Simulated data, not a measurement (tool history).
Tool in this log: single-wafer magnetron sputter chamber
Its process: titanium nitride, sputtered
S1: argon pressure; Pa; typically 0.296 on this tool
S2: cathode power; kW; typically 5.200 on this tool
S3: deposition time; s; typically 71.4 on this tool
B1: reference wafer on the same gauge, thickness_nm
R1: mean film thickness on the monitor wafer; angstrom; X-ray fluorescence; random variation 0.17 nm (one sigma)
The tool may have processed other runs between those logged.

run    hour     S1     S2    S3      B1      R1
  1     0.0  0.296  5.200  71.4  64.912  690.89
  2    50.8  0.296  4.850  71.4  64.899  660.25
  3   112.9  0.296  4.850  71.4  64.880  661.06
  4   164.6  0.296  5.200  71.4  64.885  690.42
  5   216.4  0.296  4.800  71.4  64.898  647.66
  6   288.4  0.296  4.800  71.4  64.884  650.49
  7   316.9  0.296  5.200  71.4  64.933  688.38
  8   345.6  0.296  5.200  71.4  64.890  684.91
  9   385.2  0.296  5.200  71.4  64.965  684.48
      395.0  -- gauge calibrated
 10   438.7  0.296  5.200  71.4  64.916  683.76
 11   481.1  0.296  5.200  71.4  64.929  681.51
 12   538.6  0.264  5.200  71.4  64.884  691.19
 13   577.7  0.264  5.200  71.4  64.912  691.15
 14   605.0  0.296  5.950  65.9  64.869  693.27
      618.8  -- sputter target and shields replaced
 15   642.4  0.361  5.200  59.4  64.927  552.83
      671.7  -- magnet pack replaced
 16   705.3  0.296  5.200  71.4  64.878  685.47
 17   759.9  0.241  4.400  71.4  64.965  627.85
 18   814.7  0.296  5.200  71.4  64.843  685.96
 19   841.3  0.296  5.200  71.4  64.913  686.43
 20   890.7  0.228  4.050  71.4  64.859  603.81
 21   953.2  0.296  4.800  71.4  64.892  645.21
 22  1022.0  0.350  5.200  64.6  64.917  600.09
 23  1046.4  0.296  4.650  71.4  64.896  631.90
     1149.7  -- sputter target and shields replaced
     1154.5  -- capacitance manometer re-zeroed and calibrated
 24  1155.0  0.389  5.800  80.6  64.918  813.15
 25  1213.2  0.296  6.250  79.1  64.923  873.22
 26  1253.9  0.296  5.200  71.4  64.932  690.11
 27  1307.5  0.250  6.350  67.7  64.908  775.01
 28  1364.2  0.229  5.200  71.4  64.946  713.50
 29  1415.3  0.182  5.200  71.4  64.929  728.80
 30  1446.7  0.296  5.200  71.4  64.882  688.07
 31  1515.0  0.400  4.650  71.4  64.904  600.93
 32  1576.0  0.296  5.200  71.4  64.870  687.77
 33  1611.9  0.395  5.200  71.4  64.932  652.86
 34  1642.3  0.296  6.000  71.4  64.941  758.38

Hidden state or all else? Some run-to-run changes of R1, split into what the settings, what came in and random variation would give without the hidden state, and what is left for the hidden state (with any gauge scatter that isn't in both results):
Hidden conditions of the tool in this case: deposition rate above that of a new target (%); true argon pressure above the setpoint (%); gauge reads high (%).
Run 14 -> 15: S1 0.296 -> 0.361, S2 5.950 -> 5.200, S3 65.9 -> 59.4, sputter target and shields replaced. R1 -140.44 angstrom: hidden state +9.00, all else -149.44.
Run 20 -> 21: S1 0.228 -> 0.296, S2 4.050 -> 4.800. R1 +41.40 angstrom: hidden state -3.38, all else +44.78.
Run 23 -> 24: S1 0.296 -> 0.389, S2 4.650 -> 5.800, S3 71.4 -> 80.6, sputter target and shields replaced, capacitance manometer re-zeroed and calibrated. R1 +181.25 angstrom: hidden state +10.88, all else +170.37.
Run 25 -> 26: S2 6.250 -> 5.200, S3 79.1 -> 71.4. R1 -183.11 angstrom: hidden state -0.22, all else -182.89.
